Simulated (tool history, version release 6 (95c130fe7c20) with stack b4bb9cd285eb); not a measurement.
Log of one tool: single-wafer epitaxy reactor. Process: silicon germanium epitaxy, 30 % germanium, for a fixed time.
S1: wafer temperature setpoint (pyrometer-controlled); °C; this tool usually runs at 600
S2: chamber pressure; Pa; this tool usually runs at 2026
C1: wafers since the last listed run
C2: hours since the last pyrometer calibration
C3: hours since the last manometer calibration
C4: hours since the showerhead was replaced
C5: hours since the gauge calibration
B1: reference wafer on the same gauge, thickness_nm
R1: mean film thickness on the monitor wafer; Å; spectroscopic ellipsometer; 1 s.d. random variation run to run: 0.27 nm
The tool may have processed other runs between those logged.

Run 1, hour 0.0: usual settings; C1 0; C2 1968.1; C3 1944.0; C4 6786.5; C5 45.7; B1 52.758. Result: R1 612.71 Å.
Run 2, hour 11.7: usual settings; C1 160; C2 1979.8; C3 1955.7; C4 6798.2; C5 57.4; B1 52.695. Result: R1 615.20 Å.
Run 3, hour 27.3: usual settings; C1 213; C2 1995.4; C3 1971.3; C4 6813.8; C5 73.0; B1 52.657. Result: R1 609.74 Å.
Run 4, hour 36.0: usual settings; C1 119; C2 2004.1; C3 1980.0; C4 6822.5; C5 81.7; B1 52.808. Result: R1 611.61 Å.
Run 5, hour 49.6: usual settings; C1 186; C2 2017.7; C3 1993.6; C4 6836.1; C5 95.3; B1 52.891. Result: R1 611.73 Å.
Run 6, hour 63.8: usual settings; C1 194; C2 2031.9; C3 2007.8; C4 6850.3; C5 109.5; B1 52.806. Result: R1 608.67 Å.
Run 7, hour 108.8: usual settings but S2 2186 Pa; C1 616; C2 2076.9; C3 2052.8; C4 6895.3; C5 154.5; B1 52.623. Result: R1 629.36 Å.
Run 8, hour 116.4: usual settings; C1 104; C2 2084.5; C3 2060.4; C4 6902.9; C5 162.1; B1 52.638. Result: R1 605.52 Å.
At hour 128.9: showerhead replaced.
Run 9, hour 129.2: usual settings; C1 65; C2 2097.3; C3 2073.2; C4 0.3; C5 174.9; B1 52.621. Result: R1 612.60 Å.
At hour 145.0: pyrometer calibrated.
Run 10, hour 145.5: usual settings but S1 605 °C, S2 2133 Pa; C1 113; C2 0.5; C3 2089.5; C4 16.6; C5 191.2; B1 52.701. Result: R1 616.71 Å.
At hour 156.1: gauge calibrated.
Run 11, hour 160.1: usual settings but S2 2240 Pa; C1 199; C2 15.1; C3 2104.1; C4 31.2; C5 4.0; B1 52.699. Result: R1 563.87 Å.
Run 12, hour 171.9: usual settings but S2 2240 Pa; C1 161; C2 26.9; C3 2115.9; C4 43.0; C5 15.8; B1 52.772. Result: R1 571.11 Å.
Run 13, hour 186.3: usual settings; C1 197; C2 41.3; C3 2130.3; C4 57.4; C5 30.2; B1 52.694. Result: R1 547.57 Å.
Run 14, hour 199.4: usual settings; C1 179; C2 54.4; C3 2143.4; C4 70.5; C5 43.3; B1 52.738. Result: R1 552.14 Å.
Run 15, hour 216.4: usual settings but S1 604 °C, S2 1640 Pa; C1 232; C2 71.4; C3 2160.4; C4 87.5; C5 60.3; B1 52.627. Result: R1 559.88 Å.
Run 16, hour 232.7: usual settings but S2 2293 Pa; C1 223; C2 87.7; C3 2176.7; C4 103.8; C5 76.6; B1 52.687. Result: R1 583.09 Å.
Run 17, hour 246.0: usual settings; C1 182; C2 101.0; C3 2190.0; C4 117.1; C5 89.9; B1 52.702. Result: R1 556.55 Å.
Run 18, hour 261.2: usual settings but S1 605 °C; C1 208; C2 116.2; C3 2205.2; C4 132.3; C5 105.1; B1 52.805. Result: R1 618.94 Å.
At hour 276.0: capacitance manometer re-zeroed and calibrated.
Run 19, hour 277.8: usual settings but S1 604 °C; C1 117; C2 132.8; C3 1.8; C4 148.9; C5 121.7; B1 52.844. Result: R1 609.25 Å.
Run 20, hour 295.0: usual settings; C1 235; C2 150.0; C3 19.0; C4 166.1; C5 138.9; B1 52.685. Result: R1 560.81 Å.
Run 21, hour 309.4: usual settings but S1 604 °C, S2 1720 Pa; C1 197; C2 164.4; C3 33.4; C4 180.5; C5 153.3; B1 52.782. Result: R1 571.07 Å.
Run 22, hour 320.6: usual settings but S1 587 °C; C1 153; C2 175.6; C3 44.6; C4 191.7; C5 164.5; B1 52.750. Result: R1 422.34 Å.
Run 23, hour 335.8: usual settings; C1 208; C2 190.8; C3 59.8; C4 206.9; C5 179.7; B1 52.672. Result: R1 563.01 Å.
Run 24, hour 352.4: usual settings; C1 227; C2 207.4; C3 76.4; C4 223.5; C5 196.3; B1 52.671. Result: R1 563.26 Å.
Run 25, hour 364.1: usual settings but S1 605 °C, S2 1733 Pa; C1 160; C2 219.1; C3 88.1; C4 235.2; C5 208.0; B1 52.761. Result: R1 592.07 Å.
Run 26, hour 379.6: usual settings but S1 592 °C, S2 2280 Pa; C1 212; C2 234.6; C3 103.6; C4 250.7; C5 223.5; B1 52.777. Result: R1 499.32 Å.
At hour 382.0: gauge calibrated.
Run 27, hour 397.0: usual settings but S1 609 °C, S2 1893 Pa; C1 238; C2 252.0; C3 121.0; C4 268.1; C5 15.0; B1 52.774. Result: R1 668.58 Å.
Run 28, hour 413.1: usual settings but S2 1800 Pa; C1 220; C2 268.1; C3 137.1; C4 284.2; C5 31.1; B1 52.777. Result: R1 545.77 Å.
Run 29, hour 419.7: usual settings; C1 90; C2 274.7; C3 143.7; C4 290.8; C5 37.7; B1 52.695. Result: R1 572.27 Å.

Each row is a separate what-if for the run after 29, all from the same tool condition, not one after another. Results?
Run A, hour 420.1: usual settings but S2 2386 Pa; C1 5; C2 275.1; C3 144.1; C4 291.2; C5 38.1; B1 ?. Result: R1 ?.
Run B, hour 420.1: usual settings but S1 608 °C, S2 2186 Pa; C1 5; C2 275.1; C3 144.1; C4 291.2; C5 38.1; B1 ?. Result: R1 ?.
Run C, hour 420.1: usual settings but S1 590 °C; C1 5; C2 275.1; C3 144.1; C4 291.2; C5 38.1; B1 ?. Result: R1 ?.
Run D, hour 420.1: usual settings but S2 2266 Pa; C1 5; C2 275.1; C3 144.1; C4 291.2; C5 38.1; B1 ?. Result: R1 ?.
Run E, hour 420.1: usual settings but S1 613 °C, S2 2240 Pa; C1 5; C2 275.1; C3 144.1; C4 291.2; C5 38.1; B1 ?. Result: R1 ?.

run      B1      R1
  A  52.714  602.80
  B  52.714  687.72
  C  52.714  460.47
  D  52.714  591.50
  E  52.714  767.30
Without the tool's hidden state the same runs would have given:
run      R1
  A  573.50
  B  654.96
  C  437.51
  D  562.75
  E  731.21

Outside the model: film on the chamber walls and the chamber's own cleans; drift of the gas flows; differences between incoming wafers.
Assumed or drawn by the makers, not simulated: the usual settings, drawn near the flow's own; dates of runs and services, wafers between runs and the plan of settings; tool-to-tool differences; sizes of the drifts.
